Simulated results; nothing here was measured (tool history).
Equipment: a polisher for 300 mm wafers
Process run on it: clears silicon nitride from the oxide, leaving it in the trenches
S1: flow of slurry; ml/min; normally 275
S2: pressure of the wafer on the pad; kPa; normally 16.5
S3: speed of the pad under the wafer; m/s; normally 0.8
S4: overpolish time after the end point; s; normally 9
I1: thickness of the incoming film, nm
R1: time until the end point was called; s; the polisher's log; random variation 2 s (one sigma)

run    hour   S1    S2    S3  S4    I1     R1
  1       0  275  16.5   0.8   9  80.4  149.4
       30.9  -- worn pad replaced by a new one
  2    40.1  275  16.5   0.8   9  79.5  135.4
  3    77.7  215  16.5  0.86   9    80  140.4
      121.7  -- slurry nozzle cleaned
  4   129.2  215  16.5  0.86   9  80.5  139.8
  5   155.6  215  16.5  0.86   9  79.8  135.8
  6   205.5  275  16.5  0.96   9  78.7  123.3
  7     261  275  16.5  0.96   9  79.9  128.3
  8   324.7  275  16.5  0.58   9  78.3  172.3
        353  -- worn pad replaced by a new one
  9   353.5  275  16.5   0.8   9  78.8  135.9
 10   384.9  275  16.5   0.8   9  80.8  139.8
 11   430.9  275  16.5   0.8   9    81  136.8
      449.2  -- slurry nozzle cleaned
 12   470.9  275  16.5   0.8   9  79.9    138
 13   519.9  275  16.5   0.8   9  79.2    137
 14   579.8  275  16.5   0.8   9  80.1  141.9
 15   629.9  275  16.5   0.8   9  79.2  141.3
      659.6  -- worn pad replaced by a new one
      681.2  -- head pressure recalibrated
 16   686.6  275  16.5   0.8   9  79.1  142.5
 17   731.4  275  16.5   0.8   9  80.2  142.9
 18   785.6  235  16.5   0.8   7  80.2  144.7
      800.4  -- slurry nozzle cleaned
 19   839.9  240    20   0.8   7  79.5  127.3
 20   883.5  275  16.5  0.62   9  80.9  169.1
 21   945.5  275  16.5   0.8   9    81  149.9
        993  -- worn pad replaced by a new one
 22   999.2  275  16.5   0.8   9  79.6  133.2
 23  1056.5  340  21.4     1  14  79.2   97.4
 24  1098.7  215  16.5  0.86   9  78.8  131.6
 25  1133.6  275  16.5  0.92   9  81.4  124.9
     1177.5  -- slurry nozzle cleaned
 26  1204.4  315  16.5   0.8   9  79.5  133.1
 27  1229.6  275  11.7  0.54  14    81  214.3
 28  1263.9  225  16.5  1.08   9  79.3  120.1
     1303.2  -- worn pad replaced by a new one
 29    1332  195  18.6   0.8   9  80.2  126.1
 30  1437.6  365  20.7   0.9   6  80.9  107.5
 31  1470.9  275  16.5   0.8   9  79.1  132.1

Selected run-to-run steps in R1, each split into two signed amounts: the part the tool would show with no hidden state at all (from settings, incoming material and random variation), and the remainder, which goes to the hidden state together with any gauge scatter not common to the measured and the hidden-state-free results:
Hidden conditions of the tool in this case: removal rate lost through wear of the pad, %; slurry flow missing at the pad, %; deviation of the head's pressure from its setpoint, %.
Run 7 -> 8: S3 0.96 -> 0.58. R1 +44 s: hidden state +3.1, all else +40.9.
Run 8 -> 9: S3 0.58 -> 0.8, worn pad replaced by a new one. R1 -36.4 s: hidden state -12.4, all else -24.
Run 21 -> 22: worn pad replaced by a new one. R1 -16.7 s: hidden state -10.6, all else -6.1.
Run 26 -> 27: S1 315 -> 275, S2 16.5 -> 11.7, S3 0.8 -> 0.54, S4 9 -> 14. R1 +81.2 s: hidden state +0, all else +81.2.
Run 27 -> 28: S1 275 -> 225, S2 11.7 -> 16.5, S3 0.54 -> 1.08, S4 14 -> 9. R1 -94.2 s: hidden state +1.8, all else -96.
Run 28 -> 29: S1 225 -> 195, S2 16.5 -> 18.6, S3 1.08 -> 0.8, worn pad replaced by a new one. R1 +6 s: hidden state -8.5, all else +14.5.
